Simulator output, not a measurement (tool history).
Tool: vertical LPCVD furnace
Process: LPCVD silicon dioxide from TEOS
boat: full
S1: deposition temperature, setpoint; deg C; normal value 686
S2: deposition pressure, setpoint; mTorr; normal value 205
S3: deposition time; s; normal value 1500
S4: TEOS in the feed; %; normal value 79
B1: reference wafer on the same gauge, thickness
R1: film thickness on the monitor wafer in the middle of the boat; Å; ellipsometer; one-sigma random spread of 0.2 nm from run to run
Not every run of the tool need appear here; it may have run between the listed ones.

{"run": 1, "day": 0.0, "S1": 686, "S2": 205, "S3": 1500, "S4": 67, "B1": 119.97, "R1": 1340.8}
{"run": 2, "day": 0.433, "S1": 686, "S2": 205, "S3": 1500, "S4": 79, "B1": 120, "R1": 1455.7}
{"run": 3, "day": 0.754, "S1": 686, "S2": 205, "S3": 1500, "S4": 79, "B1": 119.99, "R1": 1453.7}
{"run": 4, "day": 1.275, "S1": 686, "S2": 205, "S3": 1500, "S4": 79, "B1": 119.95, "R1": 1456.8}
{"day": 2.671, "done": "TEOS flow controller replaced"}
{"run": 5, "day": 2.692, "S1": 686, "S2": 205, "S3": 1500, "S4": 79, "B1": 120, "R1": 1455.4}
{"run": 6, "day": 2.867, "S1": 679, "S2": 205, "S3": 1500, "S4": 79, "B1": 119.93, "R1": 1231}
{"run": 7, "day": 3.042, "S1": 686, "S2": 205, "S3": 1500, "S4": 79, "B1": 120, "R1": 1455.4}
{"day": 3.388, "done": "gauge calibrated"}
{"day": 3.821, "done": "thermocouples replaced and temperature profile calibrated"}
{"run": 8, "day": 3.842, "S1": 686, "S2": 205, "S3": 1500, "S4": 79, "B1": 120.05, "R1": 1336.5}
{"run": 9, "day": 4.017, "S1": 686, "S2": 205, "S3": 1230, "S4": 79, "B1": 119.99, "R1": 1098.1}
{"run": 10, "day": 4.192, "S1": 691, "S2": 225, "S3": 2010, "S4": 79, "B1": 119.99, "R1": 2116.6}
{"run": 11, "day": 4.492, "S1": 676, "S2": 190, "S3": 1500, "S4": 79, "B1": 120.01, "R1": 1011.7}
{"day": 5.829, "done": "pressure gauge zeroed"}
{"run": 12, "day": 5.85, "S1": 695, "S2": 205, "S3": 1800, "S4": 86, "B1": 119.94, "R1": 2078.8}
{"run": 13, "day": 6.025, "S1": 686, "S2": 205, "S3": 1740, "S4": 88, "B1": 120.06, "R1": 1648.7}
{"run": 14, "day": 6.2, "S1": 683, "S2": 205, "S3": 1230, "S4": 69, "B1": 119.99, "R1": 960.7}
{"run": 15, "day": 6.375, "S1": 686, "S2": 205, "S3": 1500, "S4": 79, "B1": 119.98, "R1": 1345.1}
{"run": 16, "day": 6.979, "S1": 686, "S2": 205, "S3": 1740, "S4": 88, "B1": 119.97, "R1": 1649.4}
{"run": 17, "day": 7.429, "S1": 686, "S2": 205, "S3": 1500, "S4": 79, "B1": 119.95, "R1": 1348.3}
{"run": 18, "day": 8.15, "S1": 676, "S2": 205, "S3": 960, "S4": 79, "B1": 119.97, "R1": 678}
{"run": 19, "day": 8.804, "S1": 692, "S2": 205, "S3": 1500, "S4": 92, "B1": 119.95, "R1": 1682.5}

Here are 5 independent what-if runs from the current tool condition. What would each one return?
{"run": "A", "day": 8.983, "S1": 686, "S2": 205, "S3": 1500, "S4": 79, "B1": "?", "R1": "?"}
{"run": "B", "day": 8.983, "S1": 686, "S2": 205, "S3": 1290, "S4": 79, "B1": "?", "R1": "?"}
{"run": "C", "day": 8.983, "S1": 686, "S2": 165, "S3": 1500, "S4": 90, "B1": "?", "R1": "?"}
{"run": "D", "day": 8.983, "S1": 686, "S2": 205, "S3": 1050, "S4": 90, "B1": "?", "R1": "?"}
{"run": "E", "day": 8.983, "S1": 686, "S2": 255, "S3": 1500, "S4": 87, "B1": "?", "R1": "?"}

run=A B1=120.07 R1=1351.1
run=B B1=120.07 R1=1162
run=C B1=120.07 R1=1293.8
run=D B1=120.07 R1=1009.5
run=E B1=120.07 R1=1581.4
With the hidden condition removed and each run's random variation left untouched, the same runs would have given:
run=A R1=1317.7
run=B R1=1133.2
run=C R1=1261.8
run=D R1=984.5
run=E R1=1542.2
